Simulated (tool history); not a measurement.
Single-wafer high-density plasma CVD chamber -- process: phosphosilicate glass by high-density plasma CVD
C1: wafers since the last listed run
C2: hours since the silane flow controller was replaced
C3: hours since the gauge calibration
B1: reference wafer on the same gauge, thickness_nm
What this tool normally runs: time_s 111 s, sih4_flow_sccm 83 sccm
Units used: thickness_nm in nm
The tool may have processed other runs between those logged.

{"run": 1, "day": 0.0, "time_s": 111, "sih4_flow_sccm": 83, "C1": 0, "C2": 1395.5, "C3": 21, "B1": 930.881, "thickness_nm": 986.651}
{"run": 2, "day": 0.321, "time_s": 129, "sih4_flow_sccm": 75, "C1": 91, "C2": 1403.2, "C3": 28.7, "B1": 929.917, "thickness_nm": 1034.2}
{"run": 3, "day": 1.0, "time_s": 129, "sih4_flow_sccm": 75, "C1": 193, "C2": 1419.5, "C3": 45, "B1": 930.33, "thickness_nm": 1035.536}
{"run": 4, "day": 1.338, "time_s": 111, "sih4_flow_sccm": 83, "C1": 95, "C2": 1427.6, "C3": 53.1, "B1": 930.19, "thickness_nm": 982.124}
{"run": 5, "day": 1.6, "time_s": 117, "sih4_flow_sccm": 83, "C1": 74, "C2": 1433.9, "C3": 59.4, "B1": 930.435, "thickness_nm": 1035.475}
{"run": 6, "day": 1.896, "time_s": 117, "sih4_flow_sccm": 83, "C1": 84, "C2": 1441, "C3": 66.5, "B1": 930.409, "thickness_nm": 1035.628}
{"run": 7, "day": 2.254, "time_s": 117, "sih4_flow_sccm": 83, "C1": 101, "C2": 1449.6, "C3": 75.1, "B1": 930.014, "thickness_nm": 1034.852}
{"run": 8, "day": 2.65, "time_s": 124, "sih4_flow_sccm": 83, "C1": 112, "C2": 1459.1, "C3": 84.6, "B1": 929.749, "thickness_nm": 1091.749}
{"run": 9, "day": 2.921, "time_s": 124, "sih4_flow_sccm": 83, "C1": 76, "C2": 1465.6, "C3": 91.1, "B1": 930.06, "thickness_nm": 1096.627}
{"run": 10, "day": 3.596, "time_s": 124, "sih4_flow_sccm": 83, "C1": 191, "C2": 1481.8, "C3": 107.3, "B1": 930.06, "thickness_nm": 1093.169}
{"run": 11, "day": 4.325, "time_s": 99, "sih4_flow_sccm": 83, "C1": 207, "C2": 1499.3, "C3": 124.8, "B1": 929.398, "thickness_nm": 871.004}
{"run": 12, "day": 5.154, "time_s": 99, "sih4_flow_sccm": 83, "C1": 235, "C2": 1519.2, "C3": 144.7, "B1": 930.42, "thickness_nm": 872.109}
{"run": 13, "day": 5.442, "time_s": 98, "sih4_flow_sccm": 96, "C1": 81, "C2": 1526.1, "C3": 151.6, "B1": 930.865, "thickness_nm": 1001.551}
{"run": 14, "day": 5.9, "time_s": 111, "sih4_flow_sccm": 71, "C1": 130, "C2": 1537.1, "C3": 162.6, "B1": 930.442, "thickness_nm": 833.059}
{"run": 15, "day": 6.238, "time_s": 124, "sih4_flow_sccm": 69, "C1": 95, "C2": 1545.2, "C3": 170.7, "B1": 930.052, "thickness_nm": 907.429}
{"day": 6.45, "done": "gauge calibrated"}
{"run": 16, "day": 6.571, "time_s": 103, "sih4_flow_sccm": 96, "C1": 94, "C2": 1553.2, "C3": 2.9, "B1": 929.496, "thickness_nm": 1055.155}
{"run": 17, "day": 7.162, "time_s": 111, "sih4_flow_sccm": 92, "C1": 168, "C2": 1567.4, "C3": 17.1, "B1": 929.83, "thickness_nm": 1084.92}
{"run": 18, "day": 7.729, "time_s": 117, "sih4_flow_sccm": 76, "C1": 161, "C2": 1581, "C3": 30.7, "B1": 930.623, "thickness_nm": 942.561}
{"run": 19, "day": 8.358, "time_s": 98, "sih4_flow_sccm": 90, "C1": 178, "C2": 1596.1, "C3": 45.8, "B1": 930.122, "thickness_nm": 936.348}
{"day": 8.842, "done": "silane flow controller replaced"}
{"run": 20, "day": 8.862, "time_s": 123, "sih4_flow_sccm": 83, "C1": 48, "C2": 0.5, "C3": 57.9, "B1": 929.235, "thickness_nm": 1146.763}
{"run": 21, "day": 9.229, "time_s": 89, "sih4_flow_sccm": 99, "C1": 104, "C2": 9.3, "C3": 66.7, "B1": 929.736, "thickness_nm": 987.823}
{"run": 22, "day": 9.8, "time_s": 130, "sih4_flow_sccm": 74, "C1": 162, "C2": 23, "C3": 80.4, "B1": 929.715, "thickness_nm": 1075.762}
{"run": 23, "day": 10.529, "time_s": 111, "sih4_flow_sccm": 83, "C1": 207, "C2": 40.5, "C3": 97.9, "B1": 930.235, "thickness_nm": 1029.179}
{"run": 24, "day": 10.917, "time_s": 111, "sih4_flow_sccm": 83, "C1": 110, "C2": 49.8, "C3": 107.2, "B1": 930.366, "thickness_nm": 1031.355}
{"run": 25, "day": 11.55, "time_s": 97, "sih4_flow_sccm": 71, "C1": 180, "C2": 65, "C3": 122.4, "B1": 930.178, "thickness_nm": 768.45}

Below are 3 alternative next runs, each starting from the tool's condition after run 25. Predict each:
{"run": "A", "day": 11.567, "time_s": 120, "sih4_flow_sccm": 83, "C1": 4, "C2": 65.4, "C3": 122.8, "B1": "?", "thickness_nm": "?"}
{"run": "B", "day": 11.567, "time_s": 95, "sih4_flow_sccm": 90, "C1": 4, "C2": 65.4, "C3": 122.8, "B1": "?", "thickness_nm": "?"}
{"run": "C", "day": 11.567, "time_s": 105, "sih4_flow_sccm": 83, "C1": 4, "C2": 65.4, "C3": 122.8, "B1": "?", "thickness_nm": "?"}

run=A B1=929.534 thickness_nm=1113.897
run=B B1=929.534 thickness_nm=956.207
run=C B1=929.534 thickness_nm=974.66
Without the tool's hidden state the same runs would have given:
run=A thickness_nm=1110.286
run=B thickness_nm=953.107
run=C thickness_nm=971.5

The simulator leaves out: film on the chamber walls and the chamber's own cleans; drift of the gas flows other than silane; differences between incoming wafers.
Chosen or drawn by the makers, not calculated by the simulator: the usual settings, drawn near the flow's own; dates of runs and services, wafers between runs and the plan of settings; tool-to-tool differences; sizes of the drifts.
